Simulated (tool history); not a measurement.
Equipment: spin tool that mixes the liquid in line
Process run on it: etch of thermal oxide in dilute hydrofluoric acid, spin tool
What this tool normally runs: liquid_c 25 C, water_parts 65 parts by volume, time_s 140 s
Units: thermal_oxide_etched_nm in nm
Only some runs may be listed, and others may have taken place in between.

| run | hour | liquid_c | water_parts | time_s | read-back film thickness of the thermal oxide reference wafer, read on the same gauge (nm) | thermal_oxide_etched_nm |
|---|---|---|---|---|---|---|
| 1 | 0 | 27 | 65 | 140 | 140.02 | 10.59 |
| 2 | 15.4 | 27 | 65 | 140 | 139.98 | 10.43 |
| 3 | 32.9 | 27 | 65 | 140 | 140 | 10.54 |
| 4 | 48.8 | 25 | 65 | 160 | 139.99 | 11.01 |
| 5 | 58.1 | 25 | 65 | 160 | 140.02 | 11.15 |
| 6 | 67.6 | 25 | 65 | 160 | 139.99 | 11.09 |
|  | 76.7 | hydrofluoric acid flow meter replaced |
| 7 | 85 | 25 | 65 | 140 | 140.01 | 9.65 |
| 8 | 93 | 25 | 65 | 140 | 139.98 | 9.69 |
| 9 | 104.2 | 25 | 65 | 140 | 140.02 | 9.53 |
| 10 | 112.8 | 25 | 65 | 140 | 140 | 9.74 |
| 11 | 128.2 | 25 | 65 | 140 | 140 | 9.74 |
|  | 143.7 | gauge calibrated |
|  | 148.8 | thermometer replaced |
| 12 | 161.3 | 25 | 65 | 100 | 139.98 | 6.5 |
| 13 | 168.3 | 27.5 | 80 | 70 | 140.01 | 4.05 |
| 14 | 176.5 | 23 | 80 | 140 | 140 | 6.7 |
| 15 | 189.9 | 28.5 | 65 | 65 | 140.01 | 4.9 |
| 16 | 196.2 | 23.5 | 65 | 140 | 139.98 | 8.53 |
| 17 | 207.5 | 21.5 | 80 | 55 | 140.03 | 2.47 |
| 18 | 220.5 | 25 | 65 | 80 | 140.03 | 5.21 |
| 19 | 236.5 | 20 | 65 | 225 | 139.98 | 11.91 |
|  | 266.8 | thermometer replaced, repeated, since the last time left the tool worse |
| 20 | 275.2 | 22.5 | 40 | 220 | 139.99 | 24.71 |
| 21 | 287.9 | 25 | 65 | 160 | 140.02 | 11.77 |
| 22 | 303.9 | 20.5 | 65 | 140 | 140.02 | 8.49 |
| 23 | 317.2 | 23.5 | 65 | 140 | 140.03 | 9.8 |
| 24 | 330.5 | 25 | 65 | 140 | 139.99 | 10.16 |
| 25 | 341.3 | 28.5 | 65 | 140 | 139.95 | 11.68 |
| 26 | 355.6 | 25 | 65 | 140 | 139.98 | 10.37 |
| 27 | 373.2 | 29 | 75 | 75 | 140 | 5.54 |
| 28 | 379.4 | 25 | 65 | 110 | 139.99 | 7.92 |
| 29 | 392.9 | 25 | 65 | 140 | 140 | 10.24 |
| 30 | 407.4 | 25 | 65 | 140 | 139.98 | 10.13 |
| 31 | 420 | 27.5 | 80 | 205 | 140.02 | 13.06 |
| 32 | 438 | 25 | 90 | 60 | 139.98 | 3.08 |
| 33 | 449.7 | 23.5 | 65 | 140 | 139.97 | 9.55 |
| 34 | 464 | 22 | 65 | 110 | 139.99 | 7.07 |
| 35 | 475.7 | 27.5 | 65 | 140 | 140 | 11.33 |

Pick out some run-to-run changes in thermal_oxide_etched_nm. Of each, how much would a tool without hidden state show as well, from the settings, what came in and chance, and how much is left for the hidden state and any gauge scatter not in both results compared?
The tool's hidden condition here consists of: liquid colder than its thermometer reads (K); hydrofluoric acid flow above the setpoint (%); gauge reads high (%).
Run 16 -> 17: liquid_c 23.5 -> 21.5, water_parts 65 -> 80, time_s 140 -> 55. thermal_oxide_etched_nm -6.06 nm: hidden state +0.85, all else -6.91.
Run 18 -> 19: liquid_c 25 -> 20, time_s 80 -> 225. thermal_oxide_etched_nm +6.7 nm: hidden state -1.02, all else +7.72.
Run 19 -> 20: liquid_c 20 -> 22.5, water_parts 65 -> 40, time_s 225 -> 220, thermometer replaced, repeated, since the last time left the tool worse. thermal_oxide_etched_nm +12.8 nm: hidden state +1.57, all else +11.23.
Run 20 -> 21: liquid_c 22.5 -> 25, water_parts 40 -> 65, time_s 220 -> 160. thermal_oxide_etched_nm -12.94 nm: hidden state +0.09, all else -13.03.
Run 31 -> 32: liquid_c 27.5 -> 25, water_parts 80 -> 90, time_s 205 -> 60. thermal_oxide_etched_nm -9.98 nm: hidden state +0.13, all else -10.11.

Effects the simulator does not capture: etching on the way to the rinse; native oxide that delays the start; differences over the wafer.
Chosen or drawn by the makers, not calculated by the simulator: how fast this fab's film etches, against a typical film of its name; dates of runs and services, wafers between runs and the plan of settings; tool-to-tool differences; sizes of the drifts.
